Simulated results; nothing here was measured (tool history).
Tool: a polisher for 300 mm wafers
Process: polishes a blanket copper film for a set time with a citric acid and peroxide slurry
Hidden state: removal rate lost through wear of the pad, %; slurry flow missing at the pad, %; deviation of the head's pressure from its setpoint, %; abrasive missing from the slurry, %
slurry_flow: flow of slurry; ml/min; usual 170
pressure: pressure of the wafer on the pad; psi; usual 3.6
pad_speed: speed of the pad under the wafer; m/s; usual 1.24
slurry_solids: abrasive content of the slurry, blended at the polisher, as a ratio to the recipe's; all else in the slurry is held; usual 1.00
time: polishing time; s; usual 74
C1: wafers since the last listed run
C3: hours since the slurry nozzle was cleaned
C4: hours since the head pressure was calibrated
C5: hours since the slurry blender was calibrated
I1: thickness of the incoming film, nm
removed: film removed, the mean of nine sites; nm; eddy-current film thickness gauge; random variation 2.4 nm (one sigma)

{"run": 1, "hour": 0.0, "slurry_flow": 170, "pressure": 2.8, "pad_speed": 1.24, "slurry_solids": 1.0, "time": 85, "C1": 0, "wafers polished on this pad": 43, "C3": 305.8, "C4": 447.0, "C5": 94.6, "I1": 1053.1, "removed": 200.7}
{"run": 2, "hour": 68.3, "slurry_flow": 170, "pressure": 3.6, "pad_speed": 1.24, "slurry_solids": 1.0, "time": 74, "C1": 620, "wafers polished on this pad": 663, "C3": 374.1, "C4": 515.3, "C5": 162.9, "I1": 1031.8, "removed": 205.6}
{"run": 3, "hour": 128.9, "slurry_flow": 170, "pressure": 3.6, "pad_speed": 1.24, "slurry_solids": 1.0, "time": 74, "C1": 550, "wafers polished on this pad": 1213, "C3": 434.7, "C4": 575.9, "C5": 223.5, "I1": 1041.1, "removed": 203.6}
{"run": 4, "hour": 195.3, "slurry_flow": 170, "pressure": 3.6, "pad_speed": 1.24, "slurry_solids": 1.0, "time": 74, "C1": 602, "wafers polished on this pad": 1816, "C3": 501.1, "C4": 642.3, "C5": 289.9, "I1": 1037.6, "removed": 198.5}
{"run": 5, "hour": 261.6, "slurry_flow": 170, "pressure": 3.6, "pad_speed": 1.24, "slurry_solids": 1.0, "time": 74, "C1": 601, "wafers polished on this pad": 2418, "C3": 567.4, "C4": 708.6, "C5": 356.2, "I1": 1045.2, "removed": 198.0}
{"hour": 309.0, "done": "slurry nozzle cleaned"}
{"run": 6, "hour": 326.4, "slurry_flow": 170, "pressure": 3.6, "pad_speed": 1.24, "slurry_solids": 1.0, "time": 74, "C1": 579, "wafers polished on this pad": 2998, "C3": 17.4, "C4": 773.4, "C5": 421.0, "I1": 1046.7, "removed": 192.6}
{"hour": 369.9, "done": "slurry blender recalibrated"}
{"run": 7, "hour": 378.9, "slurry_flow": 170, "pressure": 3.6, "pad_speed": 1.24, "slurry_solids": 1.0, "time": 74, "C1": 458, "wafers polished on this pad": 3456, "C3": 69.9, "C4": 825.9, "C5": 9.0, "I1": 1038.5, "removed": 192.2}
{"run": 8, "hour": 409.1, "slurry_flow": 170, "pressure": 3.6, "pad_speed": 1.1, "slurry_solids": 1.0, "time": 74, "C1": 274, "wafers polished on this pad": 3730, "C3": 100.1, "C4": 856.1, "C5": 39.2, "I1": 1035.3, "removed": 172.8}
{"run": 9, "hour": 457.7, "slurry_flow": 170, "pressure": 3.6, "pad_speed": 1.1, "slurry_solids": 1.0, "time": 74, "C1": 441, "wafers polished on this pad": 4171, "C3": 148.7, "C4": 904.7, "C5": 87.8, "I1": 1030.0, "removed": 168.1}
{"hour": 479.3, "done": "worn pad replaced by a new one"}
{"hour": 487.9, "done": "head pressure recalibrated"}
{"run": 10, "hour": 519.9, "slurry_flow": 170, "pressure": 3.6, "pad_speed": 1.1, "slurry_solids": 1.0, "time": 74, "C1": 510, "wafers polished on this pad": 350, "C3": 210.9, "C4": 32.0, "C5": 150.0, "I1": 1012.5, "removed": 200.7}
{"run": 11, "hour": 563.6, "slurry_flow": 170, "pressure": 3.6, "pad_speed": 1.58, "slurry_solids": 1.0, "time": 60, "C1": 396, "wafers polished on this pad": 747, "C3": 254.6, "C4": 75.7, "C5": 193.7, "I1": 1047.9, "removed": 210.4}
{"run": 12, "hour": 593.2, "slurry_flow": 170, "pressure": 3.6, "pad_speed": 1.24, "slurry_solids": 0.8, "time": 74, "C1": 268, "wafers polished on this pad": 1016, "C3": 284.2, "C4": 105.3, "C5": 223.3, "I1": 1031.2, "removed": 203.5}
{"run": 13, "hour": 651.3, "slurry_flow": 170, "pressure": 3.6, "pad_speed": 1.24, "slurry_solids": 0.8, "time": 74, "C1": 527, "wafers polished on this pad": 1543, "C3": 342.3, "C4": 163.4, "C5": 281.4, "I1": 1030.6, "removed": 203.4}
{"run": 14, "hour": 687.9, "slurry_flow": 170, "pressure": 3.6, "pad_speed": 1.24, "slurry_solids": 1.0, "time": 55, "C1": 332, "wafers polished on this pad": 1876, "C3": 378.9, "C4": 200.0, "C5": 318.0, "I1": 1029.9, "removed": 155.4}
{"hour": 736.6, "done": "slurry blender recalibrated"}
{"run": 15, "hour": 742.7, "slurry_flow": 170, "pressure": 3.6, "pad_speed": 1.24, "slurry_solids": 1.0, "time": 74, "C1": 479, "wafers polished on this pad": 2355, "C3": 433.7, "C4": 254.8, "C5": 6.1, "I1": 1023.7, "removed": 203.3}
{"run": 16, "hour": 809.4, "slurry_flow": 170, "pressure": 4.8, "pad_speed": 1.24, "slurry_solids": 1.0, "time": 74, "C1": 605, "wafers polished on this pad": 2961, "C3": 500.4, "C4": 321.5, "C5": 72.8, "I1": 1052.1, "removed": 253.6}
{"run": 17, "hour": 841.8, "slurry_flow": 170, "pressure": 3.6, "pad_speed": 1.24, "slurry_solids": 1.0, "time": 74, "C1": 294, "wafers polished on this pad": 3255, "C3": 532.8, "C4": 353.9, "C5": 105.2, "I1": 1030.5, "removed": 206.7}
{"hour": 882.4, "done": "worn pad replaced by a new one"}
{"run": 18, "hour": 893.6, "slurry_flow": 170, "pressure": 4.3, "pad_speed": 1.66, "slurry_solids": 0.75, "time": 74, "C1": 433, "wafers polished on this pad": 101, "C3": 584.6, "C4": 405.7, "C5": 157.0, "I1": 1031.3, "removed": 296.8}
{"run": 19, "hour": 929.5, "slurry_flow": 170, "pressure": 3.6, "pad_speed": 1.62, "slurry_solids": 1.0, "time": 67, "C1": 325, "wafers polished on this pad": 427, "C3": 620.5, "C4": 441.6, "C5": 192.9, "I1": 1049.6, "removed": 237.0}
{"run": 20, "hour": 1057.1, "slurry_flow": 170, "pressure": 3.6, "pad_speed": 1.5, "slurry_solids": 1.0, "time": 74, "C1": 1158, "wafers polished on this pad": 1586, "C3": 748.1, "C4": 569.2, "C5": 320.5, "I1": 1043.8, "removed": 240.2}
{"hour": 1069.1, "done": "slurry nozzle cleaned"}
{"run": 21, "hour": 1109.0, "slurry_flow": 170, "pressure": 3.6, "pad_speed": 0.98, "slurry_solids": 1.0, "time": 86, "C1": 462, "wafers polished on this pad": 2048, "C3": 39.9, "C4": 621.1, "C5": 372.4, "I1": 1031.3, "removed": 199.9}

Run 22 comes next. What will it give?
{"hour": 1130.5, "done": "slurry blender recalibrated"}
{"run": 22, "hour": 1134.2, "slurry_flow": 135, "pressure": 4.3, "pad_speed": 1.02, "slurry_solids": 1.0, "time": 74, "C1": 210, "wafers polished on this pad": 2258, "C3": 65.1, "C4": 646.3, "C5": 3.7, "I1": 1017.2, "removed": "?"}

Run 22 gave removed 194.8 nm.
Without the tool's hidden state the same run would have given removed 208.7 nm.
